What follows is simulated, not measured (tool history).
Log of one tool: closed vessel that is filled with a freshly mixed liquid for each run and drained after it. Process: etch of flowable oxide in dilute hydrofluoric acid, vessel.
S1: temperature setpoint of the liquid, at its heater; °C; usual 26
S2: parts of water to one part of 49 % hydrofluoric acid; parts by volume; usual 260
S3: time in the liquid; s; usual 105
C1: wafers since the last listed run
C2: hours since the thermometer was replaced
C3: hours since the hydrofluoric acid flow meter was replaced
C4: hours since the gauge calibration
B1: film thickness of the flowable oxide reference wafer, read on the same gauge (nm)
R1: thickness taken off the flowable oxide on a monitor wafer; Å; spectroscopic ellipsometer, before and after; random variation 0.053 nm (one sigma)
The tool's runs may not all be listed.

run	hour	S1	S2	S3	C1	C2	C3	C4	B1	R1
1	0	26	260	105	0	1114	1749.1	287.5	110.01	97.9
2	14.8	26	260	105	2043	1128.8	1763.9	302.3	110	96.9
3	39.4	26	260	105	3397	1153.4	1788.5	326.9	110	97.2
4	50.2	26	260	105	1491	1164.2	1799.3	337.7	110.01	96.5
5	67.4	26	260	105	2375	1181.4	1816.5	354.9	110	96.4
6	80.1	26	260	105	1753	1194.1	1829.2	367.6	109.99	96.7
7	92.1	26	260	105	1657	1206.1	1841.2	379.6	109.98	96.3
8	101.3	26	260	105	1270	1215.3	1850.4	388.8	109.99	96.9
# hour 116.5: thermometer replaced
9	117	26	350	105	2030	0.5	1866.1	404.5	109.99	71.2
10	124.2	26	260	105	994	7.7	1873.3	411.7	109.99	104.4
11	135.5	26	260	105	1560	19	1884.6	423	109.99	104.7
12	146.7	26	260	105	1546	30.2	1895.8	434.2	110	105.4
# hour 148.7: gauge calibrated
13	162.9	26	165	105	2237	46.4	1912	14.2	110.01	184
# hour 169.4: hydrofluoric acid flow meter replaced
14	172.8	26	260	105	1229	56.3	3.4	24.1	110	105
15	181.8	26	260	105	1242	65.3	12.4	33.1	110.01	103.9
16	187.8	26	260	105	828	71.3	18.4	39.1	109.99	103
17	198.7	26	330	60	1505	82.2	29.3	50	110	44.1
18	207.7	21.5	260	55	1242	91.2	38.3	59	110	46.4
19	253.2	22.5	185	80	6283	136.7	83.8	104.5	110	105.5
20	267.1	26	260	130	1919	150.6	97.7	118.4	110.01	128.4
21	283.2	30	225	90	2223	166.7	113.8	134.5	110	122.6
22	298.7	21.5	260	160	2140	182.2	129.3	150	110.02	134.9
23	314.2	23	185	85	2140	197.7	144.8	165.5	110	113.1
24	328.3	26	325	170	1947	211.8	158.9	179.6	110.01	125.1
25	343.4	26	260	105	2085	226.9	174	194.7	110	103.5
26	359.2	26	260	105	2182	242.7	189.8	210.5	110.02	103.3
27	370.8	26	170	105	1602	254.3	201.4	222.1	110.01	172.9
28	376.9	26	260	105	842	260.4	207.5	228.2	110.02	103.2
29	387.1	21.5	145	65	1408	270.6	217.7	238.4	109.99	107.7
30	400.6	26	215	105	1864	284.1	231.2	251.9	110.01	130.4
31	407.5	26	260	70	952	291	238.1	258.8	109.99	68.4
32	419.5	26	340	70	1657	303	250.1	270.8	110	48.2
33	432.1	26	260	135	1740	315.6	262.7	283.4	110	131.2

4 ways to go on from here, each from the tool as it stands after run 33. What would each give?
A	432.8	26	260	105	96	316.3	263.4	284.1	?	?
B	432.8	27.5	175	70	96	316.3	263.4	284.1	?	?
C	432.8	24	385	105	96	316.3	263.4	284.1	?	?
D	432.8	31	170	105	96	316.3	263.4	284.1	?	?

run	B1	R1
A	109.99	101.5
B	109.99	116.4
C	109.99	56.8
D	109.99	205.3
Without the tool's hidden state the same runs would have given:
run	R1
A	106.4
B	122.2
C	59.4
D	215.1

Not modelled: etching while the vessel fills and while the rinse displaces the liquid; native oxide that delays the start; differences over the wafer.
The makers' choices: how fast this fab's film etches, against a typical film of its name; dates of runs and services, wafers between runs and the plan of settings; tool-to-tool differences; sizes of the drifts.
